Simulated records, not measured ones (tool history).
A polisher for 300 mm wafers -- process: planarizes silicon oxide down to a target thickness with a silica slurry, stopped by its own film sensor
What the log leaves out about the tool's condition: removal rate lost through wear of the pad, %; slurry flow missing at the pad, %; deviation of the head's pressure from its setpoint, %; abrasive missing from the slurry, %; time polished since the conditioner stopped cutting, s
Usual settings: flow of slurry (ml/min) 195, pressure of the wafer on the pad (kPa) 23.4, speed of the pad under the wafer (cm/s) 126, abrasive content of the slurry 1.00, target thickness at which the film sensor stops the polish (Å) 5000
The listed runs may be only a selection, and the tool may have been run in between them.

run     day  flow of slurry (ml/min)  pressure of the wafer on the pad (kPa)  speed of the pad under the wafer (cm/s)  abrasive content of the slurry  target thickness at which the film sensor stops the polish (Å)  wafers since the last listed run  wafers polished on this pad  hours since the slurry nozzle was cleaned  hours since the head pressure was calibrated  hours since the slurry blender was calibrated  hours since the conditioning disc was replaced  incoming thickness of the incoming film, nm  time until the film sensor stopped the polish (s)
  1   0.000                      195                                    23.4                                      126                            1.00                                                            5000                                 0                         2085                                        0.5                                         541.0                                          109.9                                           454.0                                        736.0                                               93.7
      0.367  -- worn pad replaced by a new one
      0.550  -- conditioning disc replaced and pad reconditioned
  2   1.088                      195                                    23.4                                      126                            1.00                                                            5000                               203                          154                                       26.6                                         567.1                                          136.0                                            12.9                                        720.4                                               83.2
  3   1.958                      195                                    23.4                                      126                            1.00                                                            5000                               211                          366                                       47.5                                         588.0                                          156.9                                            33.8                                        720.3                                               84.5
  4   2.542                      195                                    23.4                                      126                            1.00                                                            5000                               141                          508                                       61.5                                         602.0                                          170.9                                            47.8                                        725.9                                               87.4
  5   3.621                      195                                    25.5                                      126                            1.25                                                            5000                               262                          770                                       87.4                                         627.9                                          196.8                                            73.7                                        729.8                                               76.8
  6   4.246                      195                                    23.4                                      126                            1.00                                                            5530                               151                          922                                      102.4                                         642.9                                          211.8                                            88.7                                        727.5                                               69.0
  7   5.325                      195                                    23.4                                      126                            1.00                                                            5000                               262                         1184                                      128.3                                         668.8                                          237.7                                           114.6                                        729.9                                               92.9
  8   6.775                      235                                    23.4                                       88                            1.00                                                            5000                               352                         1536                                      163.1                                         703.6                                          272.5                                           149.4                                        735.3                                              117.8
  9   7.529                      195                                    23.4                                      126                            1.00                                                            5000                               183                         1719                                      181.2                                         721.7                                          290.6                                           167.5                                        731.9                                               95.7
      7.979  -- worn pad replaced by a new one
 10   8.542                      195                                    23.4                                      126                            0.85                                                            5230                               205                          136                                      205.5                                         746.0                                          314.9                                           191.8                                        730.1                                               89.1
 11   9.412                      195                                    23.4                                      126                            1.30                                                            5000                               211                          347                                      226.4                                         766.9                                          335.8                                           212.7                                        727.9                                               82.3
      9.567  -- head pressure recalibrated
 12  10.908                      195                                    23.4                                      150                            1.00                                                            5000                               343                          690                                      262.3                                          32.2                                          371.7                                           248.6                                        732.3                                               84.6
     11.546  -- slurry nozzle cleaned
 13  11.621                      195                                    23.4                                      126                            1.10                                                            5640                               162                          853                                        1.8                                          49.3                                          388.8                                           265.7                                        736.3                                               63.0
 14  12.917                      195                                    23.4                                      126                            1.00                                                            5000                               314                         1168                                       32.9                                          80.4                                          419.9                                           296.8                                        726.6                                               88.9
     13.817  -- slurry blender recalibrated
 15  13.967                      225                                    23.4                                      126                            1.00                                                            4670                               234                         1403                                       58.1                                         105.6                                            3.6                                           322.0                                        722.7                                               95.3
 16  14.992                      195                                    23.4                                      126                            1.00                                                            5000                               248                         1652                                       82.7                                         130.2                                           28.2                                           346.6                                        725.0                                               90.5
 17  15.538                      195                                    23.4                                      126                            1.00                                                            5000                               132                         1784                                       95.8                                         143.3                                           41.3                                           359.7                                        721.3                                               87.9
 18  16.175                      195                                    29.0                                      126                            1.00                                                            5000                               154                         1939                                      111.1                                         158.6                                           56.6                                           375.0                                        731.8                                               75.5
     17.054  -- worn pad replaced by a new one
 19  20.100                      220                                    17.9                                      114                            1.00                                                            5000                               912                          739                                      205.3                                         252.8                                          150.8                                           469.2                                        723.8                                              123.1
 20  20.746                      170                                    23.4                                       82                            1.00                                                            5000                               156                          896                                      220.8                                         268.3                                          166.3                                           484.7                                        723.9                                              120.5
 21  21.404                      265                                    23.4                                      126                            1.00                                                            5000                               159                         1056                                      236.6                                         284.1                                          182.1                                           500.5                                        730.6                                               88.7
 22  22.633                      195                                    26.9                                      104                            1.00                                                            5000                               298                         1354                                      266.1                                         313.6                                          211.6                                           530.0                                        719.0                                               90.1
 23  23.317                      195                                    15.9                                      126                            0.85                                                            5000                               165                         1520                                      282.5                                         330.0                                          228.0                                           546.4                                        715.4                                              140.3
     23.596  -- slurry nozzle cleaned
 24  24.183                      165                                    23.4                                       90                            0.75                                                            5780                               200                         1721                                       14.1                                         350.8                                          248.8                                           567.2                                        713.3                                               76.4
 25  25.646                      195                                    23.4                                      126                            1.00                                                            5390                               355                         2076                                       49.2                                         385.9                                          283.9                                           602.3                                        719.8                                               72.3

Consider 4 possible next runs. They are alternatives, not a sequence: every one starts from the tool as it was left by run 25. What does each give?
  A  25.662                      145                                    23.4                                      126                            1.00                                                            5000                                 4                         2080                                       49.6                                         386.3                                          284.3                                           602.7                                        731.8                                                  ?
  B  25.662                      170                                    23.4                                       96                            1.15                                                            5000                                 4                         2080                                       49.6                                         386.3                                          284.3                                           602.7                                        731.8                                                  ?
  C  25.662                      240                                    23.4                                      146                            1.00                                                            5000                                 4                         2080                                       49.6                                         386.3                                          284.3                                           602.7                                        731.8                                                  ?
  D  25.662                      140                                    23.4                                      108                            0.75                                                            5000                                 4                         2080                                       49.6                                         386.3                                          284.3                                           602.7                                        731.8                                                  ?

run  time until the film sensor stopped the polish (s)
  A                                               95.3
  B                                              105.3
  C                                               80.5
  D                                              119.2
With no hidden state in the tool, these same runs would have given:
run  time until the film sensor stopped the polish (s)
  A                                               86.9
  B                                               96.4
  C                                               74.2
  D                                              108.5
